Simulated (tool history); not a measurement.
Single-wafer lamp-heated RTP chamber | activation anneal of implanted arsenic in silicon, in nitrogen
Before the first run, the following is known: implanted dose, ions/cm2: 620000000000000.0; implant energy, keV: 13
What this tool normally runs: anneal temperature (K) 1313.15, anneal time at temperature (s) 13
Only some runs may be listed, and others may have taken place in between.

run    day  anneal temperature (K)  anneal time at temperature (s)  wafers since the last listed run  wafers since the last pyrometer calibration  wafers since the reflector plate was cleaned  hours since the gauge calibration  read-back reference wafer on the same gauge, sheet resistance  sheet resistance of the implanted and annealed layer (ohm/square)
  1      0                 1313.15                               9                                 0                                         5360                                          8647                               81.7                                                         199.93                                                             193.55
  2  0.388                 1313.15                               9                               129                                         5489                                          8776                                 91                                                         199.85                                                             193.72
     0.754  -- gauge calibrated
  3      1                 1313.15                               9                               204                                         5694                                          8980                                5.9                                                            200                                                             192.93
  4  1.504                 1313.15                              13                               168                                         5862                                          9148                                 18                                                         200.02                                                             187.86
  5  1.888                 1313.15                              13                               127                                         5990                                          9276                               27.2                                                         199.99                                                             188.65
  6  2.329                 1313.15                              13                               147                                         6137                                          9424                               37.8                                                         199.96                                                              187.3
     3.333  -- reflector plate cleaned
  7  3.354                 1313.15                              17                               230                                         6368                                             6                               62.4                                                         200.02                                                             183.89
  8  3.367                 1313.15                              13                                 4                                         6372                                            11                               62.7                                                         199.99                                                              187.7
  9   3.95                 1313.15                              13                               194                                         6567                                           205                               76.7                                                         200.09                                                                187
 10  4.571                 1313.15                              20                               207                                         6774                                           412                               91.6                                                         199.86                                                             181.44
     4.708  -- gauge calibrated
     5.138  -- pyrometer window cleaned and pyrometer calibrated
 11  5.254                 1328.15                              20                               116                                           38                                           529                               13.1                                                         200.03                                                             180.75
 12  5.517                 1303.15                              16                                87                                          126                                           617                               19.4                                                          199.9                                                             191.49
 13  5.883                 1305.15                               7                               122                                          248                                           739                               28.2                                                         199.82                                                              200.4
 14  6.442                 1324.15                              11                               186                                          434                                           925                               41.6                                                         199.93                                                             190.17

The same runs without the tool's hidden state, with the same run-to-run variation:
What the log doesn't record here: true wafer temperature minus pyrometer reading, K; wafer temperature error from the tarnished reflector plate, K; gauge reads high (%).
run  sheet resistance of the implanted and annealed layer (ohm/square)
  1                                                             195.91
  2                                                             196.18
  3                                                             195.55
  4                                                             190.78
  5                                                              191.7
  6                                                             190.46
  7                                                             187.45
  8                                                              191.2
  9                                                             190.69
 10                                                             185.42
 11                                                             181.02
 12                                                             191.77
 13                                                             200.62
 14                                                             190.44
